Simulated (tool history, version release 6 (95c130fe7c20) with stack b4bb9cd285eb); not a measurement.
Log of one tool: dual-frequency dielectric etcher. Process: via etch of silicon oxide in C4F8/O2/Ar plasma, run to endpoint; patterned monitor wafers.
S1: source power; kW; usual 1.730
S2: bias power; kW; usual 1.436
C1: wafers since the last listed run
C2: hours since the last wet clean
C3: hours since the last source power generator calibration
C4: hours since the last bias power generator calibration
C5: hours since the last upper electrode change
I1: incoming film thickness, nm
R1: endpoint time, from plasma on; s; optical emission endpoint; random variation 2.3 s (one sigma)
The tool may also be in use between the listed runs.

Run 1, hour 0.0: usual settings; C1 0; C2 433.4; C3 2125.7; C4 1726.6; C5 3349.2; I1 1162.6. Result: R1 260.2 s.
At hour 90.6: bias power generator calibrated.
Run 2, hour 96.3: usual settings; C1 355; C2 529.7; C3 2222.0; C4 5.7; C5 3445.5; I1 1153.3. Result: R1 254.8 s.
At hour 196.4: wet clean of the chamber.
Run 3, hour 201.9: usual settings; C1 314; C2 5.5; C3 2327.6; C4 111.3; C5 3551.1; I1 1162.8. Result: R1 267.1 s.
Run 4, hour 431.0: usual settings but S2 1.546 kW; C1 882; C2 234.6; C3 2556.7; C4 340.4; C5 3780.2; I1 1154.1. Result: R1 255.6 s.
Run 5, hour 506.8: usual settings but S2 1.546 kW; C1 292; C2 310.4; C3 2632.5; C4 416.2; C5 3856.0; I1 1159.7. Result: R1 257.6 s.
Run 6, hour 584.7: usual settings; C1 300; C2 388.3; C3 2710.4; C4 494.1; C5 3933.9; I1 1168.7. Result: R1 266.2 s.
Run 7, hour 659.9: usual settings; C1 289; C2 463.5; C3 2785.6; C4 569.3; C5 4009.1; I1 1161.9. Result: R1 260.9 s.
Run 8, hour 756.1: usual settings; C1 370; C2 559.7; C3 2881.8; C4 665.5; C5 4105.3; I1 1163.8. Result: R1 258.5 s.
At hour 826.7: wet clean of the chamber.
Run 9, hour 862.4: usual settings but S1 1.540 kW; C1 317; C2 35.7; C3 2988.1; C4 771.8; C5 4211.6; I1 1162.0. Result: R1 256.8 s.
Run 10, hour 905.3: usual settings but S1 1.540 kW; C1 165; C2 78.6; C3 3031.0; C4 814.7; C5 4254.5; I1 1162.1. Result: R1 260.0 s.
Run 11, hour 946.8: usual settings; C1 159; C2 120.1; C3 3072.5; C4 856.2; C5 4296.0; I1 1150.8. Result: R1 249.5 s.
Run 12, hour 1010.4: usual settings but S1 1.970 kW, S2 1.586 kW; C1 245; C2 183.7; C3 3136.1; C4 919.8; C5 4359.6; I1 1159.5. Result: R1 235.7 s.
Run 13, hour 1094.9: usual settings but S1 1.970 kW, S2 1.586 kW; C1 325; C2 268.2; C3 3220.6; C4 1004.3; C5 4444.1; I1 1152.0. Result: R1 235.7 s.
Run 14, hour 1198.3: usual settings; C1 398; C2 371.6; C3 3324.0; C4 1107.7; C5 4547.5; I1 1161.8. Result: R1 251.7 s.
Run 15, hour 1295.9: usual settings; C1 376; C2 469.2; C3 3421.6; C4 1205.3; C5 4645.1; I1 1157.8. Result: R1 245.5 s.
At hour 1322.3: wet clean of the chamber, repeated, since the last time left the tool worse.
Run 16, hour 1381.0: usual settings; C1 235; C2 58.7; C3 3506.7; C4 1290.4; C5 4730.2; I1 1149.4. Result: R1 256.3 s.
Run 17, hour 1479.9: usual settings; C1 381; C2 157.6; C3 3605.6; C4 1389.3; C5 4829.1; I1 1162.8. Result: R1 266.1 s.
Run 18, hour 1565.0: usual settings but S1 1.490 kW; C1 327; C2 242.7; C3 3690.7; C4 1474.4; C5 4914.2; I1 1167.0. Result: R1 276.6 s.
Run 19, hour 1609.2: usual settings but S1 2.050 kW, S2 1.130 kW; C1 170; C2 286.9; C3 3734.9; C4 1518.6; C5 4958.4; I1 1165.0. Result: R1 262.9 s.
Run 20, hour 1663.2: usual settings but S2 1.246 kW; C1 208; C2 340.9; C3 3788.9; C4 1572.6; C5 5012.4; I1 1160.1. Result: R1 268.5 s.
At hour 1734.0: upper electrode replaced.
Run 21, hour 1744.1: usual settings; C1 219; C2 421.8; C3 3869.8; C4 1653.5; C5 10.1; I1 1162.2. Result: R1 263.3 s.
Run 22, hour 1849.3: usual settings but S1 1.550 kW; C1 405; C2 527.0; C3 3975.0; C4 1758.7; C5 115.3; I1 1153.4. Result: R1 262.1 s.
Run 23, hour 1900.0: usual settings but S1 1.350 kW, S2 1.779 kW; C1 195; C2 577.7; C3 4025.7; C4 1809.4; C5 166.0; I1 1156.0. Result: R1 260.3 s.
Run 24, hour 1936.0: usual settings but S1 1.990 kW, S2 1.164 kW; C1 138; C2 613.7; C3 4061.7; C4 1845.4; C5 202.0; I1 1156.8. Result: R1 259.7 s.
At hour 1972.2: wet clean of the chamber.
Run 25, hour 1989.2: usual settings but S2 1.189 kW; C1 112; C2 17.0; C3 4114.9; C4 1898.6; C5 255.2; I1 1172.1. Result: R1 276.1 s.
Run 26, hour 2091.0: usual settings; C1 392; C2 118.8; C3 4216.7; C4 2000.4; C5 357.0; I1 1160.9. Result: R1 259.6 s.
At hour 2157.3: source power generator calibrated.
At hour 2314.2: bias power generator calibrated.
Run 27, hour 2394.2: usual settings but S1 1.590 kW; C1 1137; C2 422.0; C3 236.9; C4 80.0; C5 660.2; I1 1158.0. Result: R1 264.6 s.
Run 28, hour 2486.2: usual settings but S1 1.490 kW, S2 1.323 kW; C1 354; C2 514.0; C3 328.9; C4 172.0; C5 752.2; I1 1171.1. Result: R1 275.5 s.
At hour 2525.6: wet clean of the chamber.
Run 29, hour 2572.3: usual settings; C1 239; C2 46.7; C3 415.0; C4 258.1; C5 838.3; I1 1150.8. Result: R1 257.4 s.
Run 30, hour 2646.5: usual settings but S1 1.340 kW, S2 1.208 kW; C1 285; C2 120.9; C3 489.2; C4 332.3; C5 912.5; I1 1145.4. Result: R1 282.9 s.
Run 31, hour 2713.6: usual settings but S1 1.380 kW, S2 1.226 kW; C1 258; C2 188.0; C3 556.3; C4 399.4; C5 979.6; I1 1162.0. Result: R1 290.4 s.
Run 32, hour 2756.4: usual settings but S1 2.060 kW; C1 164; C2 230.8; C3 599.1; C4 442.2; C5 1022.4; I1 1160.0. Result: R1 249.3 s.
Run 33, hour 2852.8: usual settings but S2 1.088 kW; C1 371; C2 327.2; C3 695.5; C4 538.6; C5 1118.8; I1 1150.0. Result: R1 273.9 s.
Run 34, hour 2941.5: usual settings but S1 2.000 kW, S2 1.663 kW; C1 341; C2 415.9; C3 784.2; C4 627.3; C5 1207.5; I1 1165.0. Result: R1 240.5 s.
Run 35, hour 2982.5: usual settings but S2 1.735 kW; C1 157; C2 456.9; C3 825.2; C4 668.3; C5 1248.5; I1 1160.8. Result: R1 244.8 s.

Forecast each of these 3 alternatives for the next run:
Run A, hour 2983.0: usual settings but S1 2.050 kW; C1 1; C2 457.4; C3 825.7; C4 668.8; C5 1249.0; I1 1155.3. Result: R1 ?.
Run B, hour 2983.0: usual settings but S1 1.880 kW; C1 1; C2 457.4; C3 825.7; C4 668.8; C5 1249.0; I1 1155.3. Result: R1 ?.
Run C, hour 2983.0: usual settings but S1 1.880 kW, S2 1.697 kW; C1 1; C2 457.4; C3 825.7; C4 668.8; C5 1249.0; I1 1155.3. Result: R1 ?.

run     R1
  A  245.2
  B  251.4
  C  241.9
Without the tool's hidden state the same runs would have given:
run     R1
  A  251.9
  B  258.2
  C  248.5
